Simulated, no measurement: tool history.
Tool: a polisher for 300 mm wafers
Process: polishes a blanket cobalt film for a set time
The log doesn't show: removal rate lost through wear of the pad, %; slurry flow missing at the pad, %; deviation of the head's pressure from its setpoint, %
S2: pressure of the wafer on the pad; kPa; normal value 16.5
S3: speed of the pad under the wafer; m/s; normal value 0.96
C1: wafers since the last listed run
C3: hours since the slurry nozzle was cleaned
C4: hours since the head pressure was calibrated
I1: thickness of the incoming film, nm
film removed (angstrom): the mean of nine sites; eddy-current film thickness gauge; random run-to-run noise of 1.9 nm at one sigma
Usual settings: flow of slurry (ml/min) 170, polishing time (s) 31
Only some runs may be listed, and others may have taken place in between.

run 1 hour=0 | flow_of_slurry_(ml/min)=170 S2=17.9 S3=0.96 polishing_time_(s)=38 | C1=0 wafers_polished_on_this_pad=1058 C3=36.4 C4=22.8 | I1=695.2 | film_removed_(angstrom)=2048
run 2 hour=33.8 | flow_of_slurry_(ml/min)=205 S2=16.5 S3=0.96 polishing_time_(s)=31 | C1=314 wafers_polished_on_this_pad=1372 C3=70.2 C4=56.6 | I1=701.7 | film_removed_(angstrom)=1586
run 3 hour=57.3 | flow_of_slurry_(ml/min)=205 S2=16.5 S3=0.96 polishing_time_(s)=31 | C1=218 wafers_polished_on_this_pad=1591 C3=93.7 C4=80.1 | I1=706.5 | film_removed_(angstrom)=1572
run 4 hour=70.9 | flow_of_slurry_(ml/min)=170 S2=16.5 S3=0.96 polishing_time_(s)=31 | C1=126 wafers_polished_on_this_pad=1717 C3=107.3 C4=93.7 | I1=694.9 | film_removed_(angstrom)=1490
-- hour=80.9 worn pad replaced by a new one
run 5 hour=100.7 | flow_of_slurry_(ml/min)=170 S2=16.5 S3=0.96 polishing_time_(s)=31 | C1=240 wafers_polished_on_this_pad=184 C3=137.1 C4=123.5 | I1=695.2 | film_removed_(angstrom)=1492
run 6 hour=114.7 | flow_of_slurry_(ml/min)=170 S2=16.5 S3=0.96 polishing_time_(s)=31 | C1=130 wafers_polished_on_this_pad=314 C3=151.1 C4=137.5 | I1=712.6 | film_removed_(angstrom)=1500
run 7 hour=140.1 | flow_of_slurry_(ml/min)=170 S2=16.5 S3=0.96 polishing_time_(s)=31 | C1=236 wafers_polished_on_this_pad=551 C3=176.5 C4=162.9 | I1=692.2 | film_removed_(angstrom)=1501
run 8 hour=163.4 | flow_of_slurry_(ml/min)=170 S2=16.5 S3=0.96 polishing_time_(s)=31 | C1=216 wafers_polished_on_this_pad=768 C3=199.8 C4=186.2 | I1=684.4 | film_removed_(angstrom)=1451
-- hour=166.6 slurry nozzle cleaned
run 9 hour=177.6 | flow_of_slurry_(ml/min)=170 S2=16.5 S3=0.96 polishing_time_(s)=36 | C1=122 wafers_polished_on_this_pad=890 C3=11 C4=200.4 | I1=709 | film_removed_(angstrom)=1763
run 10 hour=207.7 | flow_of_slurry_(ml/min)=170 S2=16.5 S3=0.96 polishing_time_(s)=31 | C1=280 wafers_polished_on_this_pad=1171 C3=41.1 C4=230.5 | I1=692.9 | film_removed_(angstrom)=1536
run 11 hour=236.8 | flow_of_slurry_(ml/min)=170 S2=16.5 S3=0.86 polishing_time_(s)=31 | C1=270 wafers_polished_on_this_pad=1442 C3=70.2 C4=259.6 | I1=687.1 | film_removed_(angstrom)=1410
run 12 hour=252.3 | flow_of_slurry_(ml/min)=170 S2=16.5 S3=0.96 polishing_time_(s)=31 | C1=144 wafers_polished_on_this_pad=1586 C3=85.7 C4=275.1 | I1=703 | film_removed_(angstrom)=1536
-- hour=266.1 worn pad replaced by a new one
run 13 hour=269.5 | flow_of_slurry_(ml/min)=170 S2=16.5 S3=0.96 polishing_time_(s)=31 | C1=122 wafers_polished_on_this_pad=31 C3=102.9 C4=292.3 | I1=706.9 | film_removed_(angstrom)=1495
run 14 hour=285.4 | flow_of_slurry_(ml/min)=170 S2=16.5 S3=0.96 polishing_time_(s)=31 | C1=148 wafers_polished_on_this_pad=179 C3=118.8 C4=308.2 | I1=695.9 | film_removed_(angstrom)=1545
run 15 hour=320.3 | flow_of_slurry_(ml/min)=170 S2=16.5 S3=0.96 polishing_time_(s)=31 | C1=324 wafers_polished_on_this_pad=504 C3=153.7 C4=343.1 | I1=688.5 | film_removed_(angstrom)=1501
run 16 hour=347.3 | flow_of_slurry_(ml/min)=170 S2=16.5 S3=0.96 polishing_time_(s)=31 | C1=251 wafers_polished_on_this_pad=756 C3=180.7 C4=370.1 | I1=694.1 | film_removed_(angstrom)=1445
-- hour=381.7 slurry nozzle cleaned
run 17 hour=389.2 | flow_of_slurry_(ml/min)=170 S2=16.5 S3=0.96 polishing_time_(s)=31 | C1=380 wafers_polished_on_this_pad=1136 C3=7.5 C4=412 | I1=698.8 | film_removed_(angstrom)=1551
run 18 hour=408 | flow_of_slurry_(ml/min)=170 S2=16.5 S3=0.96 polishing_time_(s)=31 | C1=175 wafers_polished_on_this_pad=1311 C3=26.3 C4=430.8 | I1=703.2 | film_removed_(angstrom)=1532
run 19 hour=441.2 | flow_of_slurry_(ml/min)=170 S2=11.7 S3=0.66 polishing_time_(s)=26 | C1=309 wafers_polished_on_this_pad=1620 C3=59.5 C4=464 | I1=701.4 | film_removed_(angstrom)=742
run 20 hour=455.7 | flow_of_slurry_(ml/min)=170 S2=16.5 S3=0.96 polishing_time_(s)=31 | C1=134 wafers_polished_on_this_pad=1755 C3=74 C4=478.5 | I1=699.3 | film_removed_(angstrom)=1533
-- hour=479.1 worn pad replaced by a new one
run 21 hour=482.3 | flow_of_slurry_(ml/min)=170 S2=16.5 S3=0.96 polishing_time_(s)=31 | C1=210 wafers_polished_on_this_pad=29 C3=100.6 C4=505.1 | I1=707.9 | film_removed_(angstrom)=1525
run 22 hour=510.8 | flow_of_slurry_(ml/min)=170 S2=16.5 S3=0.96 polishing_time_(s)=31 | C1=265 wafers_polished_on_this_pad=294 C3=129.1 C4=533.6 | I1=701.6 | film_removed_(angstrom)=1513
run 23 hour=534.1 | flow_of_slurry_(ml/min)=140 S2=16.5 S3=1.16 polishing_time_(s)=24 | C1=216 wafers_polished_on_this_pad=511 C3=152.4 C4=556.9 | I1=706.9 | film_removed_(angstrom)=1259
run 24 hour=566.9 | flow_of_slurry_(ml/min)=170 S2=16.5 S3=0.96 polishing_time_(s)=31 | C1=305 wafers_polished_on_this_pad=817 C3=185.2 C4=589.7 | I1=708.7 | film_removed_(angstrom)=1473
-- hour=589.6 slurry nozzle cleaned
run 25 hour=590 | flow_of_slurry_(ml/min)=170 S2=16.5 S3=0.96 polishing_time_(s)=31 | C1=205 wafers_polished_on_this_pad=1022 C3=0.4 C4=612.8 | I1=700.6 | film_removed_(angstrom)=1543
-- hour=613.4 head pressure recalibrated
run 26 hour=613.9 | flow_of_slurry_(ml/min)=170 S2=16.5 S3=0.96 polishing_time_(s)=31 | C1=203 wafers_polished_on_this_pad=1226 C3=24.3 C4=0.5 | I1=694.5 | film_removed_(angstrom)=1562
run 27 hour=638.4 | flow_of_slurry_(ml/min)=200 S2=16.5 S3=0.86 polishing_time_(s)=41 | C1=228 wafers_polished_on_this_pad=1454 C3=48.8 C4=25 | I1=696.8 | film_removed_(angstrom)=1944
-- hour=663.4 worn pad replaced by a new one
run 28 hour=663.9 | flow_of_slurry_(ml/min)=170 S2=17.9 S3=0.96 polishing_time_(s)=31 | C1=200 wafers_polished_on_this_pad=4 C3=74.3 C4=50.5 | I1=699.7 | film_removed_(angstrom)=1707
run 29 hour=682.1 | flow_of_slurry_(ml/min)=170 S2=13.1 S3=0.96 polishing_time_(s)=31 | C1=169 wafers_polished_on_this_pad=174 C3=92.5 C4=68.7 | I1=699.1 | film_removed_(angstrom)=1200
run 30 hour=706.9 | flow_of_slurry_(ml/min)=170 S2=16.5 S3=1.24 polishing_time_(s)=28 | C1=230 wafers_polished_on_this_pad=405 C3=117.3 C4=93.5 | I1=699.7 | film_removed_(angstrom)=1641
run 31 hour=719.3 | flow_of_slurry_(ml/min)=190 S2=11.7 S3=1.26 polishing_time_(s)=31 | C1=115 wafers_polished_on_this_pad=520 C3=129.7 C4=105.9 | I1=695.8 | film_removed_(angstrom)=1304
run 32 hour=749.9 | flow_of_slurry_(ml/min)=150 S2=16.5 S3=1.28 polishing_time_(s)=24 | C1=284 wafers_polished_on_this_pad=805 C3=160.3 C4=136.5 | I1=710.3 | film_removed_(angstrom)=1344
run 33 hour=778.7 | flow_of_slurry_(ml/min)=170 S2=16.5 S3=0.96 polishing_time_(s)=31 | C1=268 wafers_polished_on_this_pad=1073 C3=189.1 C4=165.3 | I1=700.6 | film_removed_(angstrom)=1477
-- hour=781.7 slurry nozzle cleaned
run 34 hour=805.4 | flow_of_slurry_(ml/min)=170 S2=15.2 S3=0.96 polishing_time_(s)=31 | C1=239 wafers_polished_on_this_pad=1312 C3=23.7 C4=192 | I1=706.6 | film_removed_(angstrom)=1381
run 35 hour=840.3 | flow_of_slurry_(ml/min)=170 S2=20.7 S3=0.96 polishing_time_(s)=38 | C1=324 wafers_polished_on_this_pad=1637 C3=58.6 C4=226.9 | I1=701.6 | film_removed_(angstrom)=2296
-- hour=857.4 worn pad replaced by a new one
run 36 hour=862.6 | flow_of_slurry_(ml/min)=150 S2=21.4 S3=0.96 polishing_time_(s)=31 | C1=170 wafers_polished_on_this_pad=48 C3=80.9 C4=249.2 | I1=693.5 | film_removed_(angstrom)=1915
run 37 hour=885.4 | flow_of_slurry_(ml/min)=170 S2=20.7 S3=0.7 polishing_time_(s)=39 | C1=212 wafers_polished_on_this_pad=261 C3=103.7 C4=272 | I1=693 | film_removed_(angstrom)=1957

Subtracting, for every run, the result it would have given without the tool's unlogged condition from the measured result gives the following. The same run-to-run variation enters both numbers; the gauge's scatter may not:
run=1 film_removed_(angstrom)=-14
run=2 film_removed_(angstrom)=-14
run=3 film_removed_(angstrom)=-20
run=4 film_removed_(angstrom)=-28
run=5 film_removed_(angstrom)=-42
run=6 film_removed_(angstrom)=-51
run=7 film_removed_(angstrom)=-71
run=8 film_removed_(angstrom)=-92
run=9 film_removed_(angstrom)=-18
run=10 film_removed_(angstrom)=-18
run=11 film_removed_(angstrom)=-23
run=12 film_removed_(angstrom)=-30
run=13 film_removed_(angstrom)=-35
run=14 film_removed_(angstrom)=-43
run=15 film_removed_(angstrom)=-64
run=16 film_removed_(angstrom)=-84
run=17 film_removed_(angstrom)=-1
run=18 film_removed_(angstrom)=-2
run=19 film_removed_(angstrom)=-4
run=20 film_removed_(angstrom)=-10
run=21 film_removed_(angstrom)=-18
run=22 film_removed_(angstrom)=-29
run=23 film_removed_(angstrom)=-43
run=24 film_removed_(angstrom)=-67
run=25 film_removed_(angstrom)=-1
run=26 film_removed_(angstrom)=-2
run=27 film_removed_(angstrom)=-5
run=28 film_removed_(angstrom)=-10
run=29 film_removed_(angstrom)=-12
run=30 film_removed_(angstrom)=-25
run=31 film_removed_(angstrom)=-23
run=32 film_removed_(angstrom)=-48
run=33 film_removed_(angstrom)=-70
run=34 film_removed_(angstrom)=-6
run=35 film_removed_(angstrom)=-16
run=36 film_removed_(angstrom)=-22
run=37 film_removed_(angstrom)=-30
